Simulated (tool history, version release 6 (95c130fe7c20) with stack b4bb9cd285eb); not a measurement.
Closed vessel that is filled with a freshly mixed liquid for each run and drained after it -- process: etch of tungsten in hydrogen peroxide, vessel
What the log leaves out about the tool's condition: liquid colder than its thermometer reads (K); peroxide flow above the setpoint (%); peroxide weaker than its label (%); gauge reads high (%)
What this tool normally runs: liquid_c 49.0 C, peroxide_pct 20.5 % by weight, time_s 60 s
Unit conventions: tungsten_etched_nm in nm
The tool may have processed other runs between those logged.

| run | hour | liquid_c | peroxide_pct | time_s | wafers since the last listed run | hours since the thermometer was replaced | hours since the peroxide flow meter was replaced | hours since the drum of peroxide was connected | hours since the gauge calibration | read-back film thickness of the tungsten reference wafer, read on the same gauge (nm) | tungsten_etched_nm |
|---|---|---|---|---|---|---|---|---|---|---|---|
| 1 | 0.0 | 49.0 | 20.5 | 60 | 0 | 684.0 | 1422.7 | 646.6 | 1054.6 | 130.05 | 134.48 |
| 2 | 46.5 | 49.0 | 20.5 | 60 | 3197 | 730.5 | 1469.2 | 693.1 | 1101.1 | 130.03 | 135.05 |
| 3 | 101.1 | 49.0 | 20.5 | 60 | 3754 | 785.1 | 1523.8 | 747.7 | 1155.7 | 129.99 | 134.18 |
| 4 | 159.0 | 49.0 | 20.5 | 60 | 3981 | 843.0 | 1581.7 | 805.6 | 1213.6 | 129.97 | 134.34 |
| 5 | 188.6 | 49.0 | 20.5 | 60 | 2035 | 872.6 | 1611.3 | 835.2 | 1243.2 | 129.99 | 133.68 |
|  | 212.3 | gauge calibrated |
| 6 | 226.4 | 42.0 | 20.5 | 60 | 2599 | 910.4 | 1649.1 | 873.0 | 14.1 | 130.00 | 86.53 |
| 7 | 278.8 | 42.0 | 20.5 | 60 | 3603 | 962.8 | 1701.5 | 925.4 | 66.5 | 130.03 | 85.44 |
| 8 | 304.0 | 42.0 | 20.5 | 60 | 1733 | 988.0 | 1726.7 | 950.6 | 91.7 | 129.97 | 85.92 |
|  | 327.5 | thermometer replaced |
| 9 | 351.3 | 52.5 | 20.5 | 40 | 3184 | 23.8 | 1774.0 | 997.9 | 139.0 | 129.99 | 109.76 |
| 10 | 419.4 | 52.5 | 20.5 | 40 | 4683 | 91.9 | 1842.1 | 1066.0 | 207.1 | 129.99 | 110.25 |
| 11 | 483.3 | 52.5 | 20.5 | 45 | 4394 | 155.8 | 1906.0 | 1129.9 | 271.0 | 129.98 | 122.57 |
| 12 | 552.5 | 56.0 | 20.5 | 35 | 4759 | 225.0 | 1975.2 | 1199.1 | 340.2 | 130.02 | 116.99 |
|  | 563.0 | new drum of peroxide connected |
| 13 | 609.7 | 46.5 | 20.5 | 80 | 3865 | 282.2 | 2032.4 | 46.7 | 397.4 | 130.02 | 155.75 |
| 14 | 680.8 | 51.5 | 23.5 | 60 | 4889 | 353.3 | 2103.5 | 117.8 | 468.5 | 130.02 | 169.81 |
| 15 | 715.1 | 49.0 | 17.0 | 75 | 2358 | 387.6 | 2137.8 | 152.1 | 502.8 | 129.98 | 154.62 |
| 16 | 759.1 | 52.5 | 20.5 | 45 | 3025 | 431.6 | 2181.8 | 196.1 | 546.8 | 130.02 | 125.52 |
| 17 | 825.9 | 39.5 | 16.0 | 60 | 4593 | 498.4 | 2248.6 | 262.9 | 613.6 | 130.01 | 65.16 |
| 18 | 885.2 | 58.0 | 20.5 | 60 | 4078 | 557.7 | 2307.9 | 322.2 | 672.9 | 129.96 | 232.66 |
| 19 | 926.3 | 40.5 | 25.5 | 50 | 2826 | 598.8 | 2349.0 | 363.3 | 714.0 | 129.99 | 73.80 |
| 20 | 976.2 | 49.0 | 20.5 | 60 | 3431 | 648.7 | 2398.9 | 413.2 | 763.9 | 130.00 | 134.63 |
|  | 1020.7 | peroxide flow meter replaced |
| 21 | 1027.9 | 41.5 | 17.0 | 45 | 3486 | 700.4 | 7.2 | 464.9 | 815.6 | 129.94 | 57.33 |
| 22 | 1085.6 | 52.5 | 19.0 | 85 | 3968 | 758.1 | 64.9 | 522.6 | 873.3 | 130.03 | 227.08 |
| 23 | 1127.2 | 56.5 | 25.5 | 40 | 2860 | 799.7 | 106.5 | 564.2 | 914.9 | 129.97 | 157.26 |
| 24 | 1187.0 | 49.0 | 20.5 | 60 | 4112 | 859.5 | 166.3 | 624.0 | 974.7 | 129.98 | 133.35 |
| 25 | 1235.2 | 49.0 | 20.5 | 30 | 3314 | 907.7 | 214.5 | 672.2 | 1022.9 | 130.04 | 66.73 |
|  | 1274.5 | thermometer replaced |
| 26 | 1288.3 | 49.0 | 18.0 | 60 | 3583 | 13.8 | 267.6 | 725.3 | 1076.0 | 130.02 | 124.86 |
| 27 | 1326.9 | 49.0 | 26.5 | 60 | 2654 | 52.4 | 306.2 | 763.9 | 1114.6 | 130.04 | 151.29 |

What will run 28 give?
| 28 | 1389.4 | 49.0 | 20.5 | 60 | 4298 | 114.9 | 368.7 | 826.4 | 1177.1 | ? | ? |

read-back film thickness of the tungsten reference wafer, read on the same gauge (nm): 130.00
tungsten_etched_nm: 132.31 nm
Without the tool's hidden state the same run would have given tungsten_etched_nm 135.97 nm.
